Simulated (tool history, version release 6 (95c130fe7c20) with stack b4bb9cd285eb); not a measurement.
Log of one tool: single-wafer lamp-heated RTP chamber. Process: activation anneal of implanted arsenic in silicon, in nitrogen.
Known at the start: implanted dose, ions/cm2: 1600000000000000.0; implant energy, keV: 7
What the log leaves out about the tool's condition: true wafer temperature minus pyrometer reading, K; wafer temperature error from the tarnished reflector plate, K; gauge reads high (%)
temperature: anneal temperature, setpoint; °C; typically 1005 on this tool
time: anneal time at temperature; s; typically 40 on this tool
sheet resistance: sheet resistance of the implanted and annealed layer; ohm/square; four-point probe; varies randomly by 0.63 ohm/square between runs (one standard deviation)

run	day	temperature	time	wafers since the last listed run	wafers since the last pyrometer calibration	wafers since the reflector plate was cleaned	hours since the gauge calibration	read-back reference wafer on the same gauge, sheet resistance	sheet resistance
1	0.000	993	40	0	2994	578	1406.5	93.99	120.83
2	2.821	993	40	1252	4246	1831	1474.2	93.97	119.42
3	5.350	1005	54	1123	5369	2954	1534.9	93.84	99.88
4	8.088	1005	54	1215	6585	4169	1600.6	94.16	100.26
# day 11.375: pyrometer window cleaned and pyrometer calibrated
5	12.029	1005	40	1602	291	5772	1695.2	94.19	111.08
6	15.421	1005	40	1505	1797	7278	1776.6	94.07	109.80
7	18.712	1005	40	1461	3258	8739	1855.6	94.09	108.93
# day 20.629: reflector plate cleaned
8	20.650	1005	48	712	3970	9	1902.1	93.92	102.31
9	23.521	1005	48	1274	5245	1284	1971.0	94.07	100.95
10	27.929	1005	40	1957	7203	3241	2076.8	94.15	105.94
# day 31.488: pyrometer window cleaned and pyrometer calibrated
11	31.842	1005	40	1589	156	4830	2170.7	93.94	112.72
12	34.592	1005	40	1221	1377	6051	2236.7	93.94	111.53
13	37.700	1005	40	1380	2757	7432	2311.3	94.11	109.17
# day 39.638: reflector plate cleaned
14	40.762	1005	40	1211	3969	500	2384.8	93.93	107.90
15	43.150	1005	40	1060	5029	1560	2442.1	94.05	108.51
16	45.371	1005	40	986	6015	2546	2495.4	93.97	108.36
17	49.904	992	22	2012	8028	4559	2604.2	94.06	138.89
# day 50.821: pyrometer window cleaned and pyrometer calibrated
18	52.792	1027	40	1134	874	5693	2673.5	93.94	95.96
19	55.683	1028	40	1283	2158	6977	2742.9	94.02	93.41
# day 59.271: gauge calibrated
20	60.071	1020	52	1948	4106	8925	19.2	94.08	92.53
# day 60.575: reflector plate cleaned
21	62.529	1014	53	943	5050	867	78.2	94.21	96.17
22	65.675	1005	40	1396	6447	2264	153.7	93.93	108.67
# day 68.425: pyrometer window cleaned and pyrometer calibrated
23	68.921	1005	40	1293	219	3557	231.6	94.07	112.42
24	72.017	991	32	1374	1594	4932	305.9	94.05	131.19
25	75.783	1005	40	1672	3266	6604	396.3	93.81	109.45
26	79.429	1005	40	1618	4885	8223	483.8	93.98	109.50
27	81.450	1024	24	897	5782	9120	532.3	94.03	108.87
# day 82.438: reflector plate cleaned
28	85.217	1030	23	1524	7307	1234	622.7	93.92	105.33
# day 87.646: pyrometer window cleaned and pyrometer calibrated
29	88.729	995	40	1411	481	2646	707.0	93.95	122.53
30	101.096	1020	32	5491	5972	8137	1003.8	94.21	104.16
# day 102.321: reflector plate cleaned
31	103.262	1024	21	814	6786	418	1055.8	94.08	110.96

Measured minus without-hidden-state, run by run (identical run-to-run variation in each term; gauge scatter may differ):
run	sheet resistance
1	-5.08
2	-5.89
3	-4.76
4	-5.05
5	-1.92
6	-4.08
7	-5.33
8	-5.31
9	-5.73
10	-6.68
11	-0.61
12	-2.56
13	-3.92
14	-4.76
15	-5.24
16	-5.55
17	-7.44
18	-1.06
19	-1.97
20	-2.97
21	-3.77
22	-5.51
23	-0.97
24	-3.70
25	-4.54
26	-5.41
27	-4.94
28	-4.89
29	-1.62
30	-4.68
31	-5.43
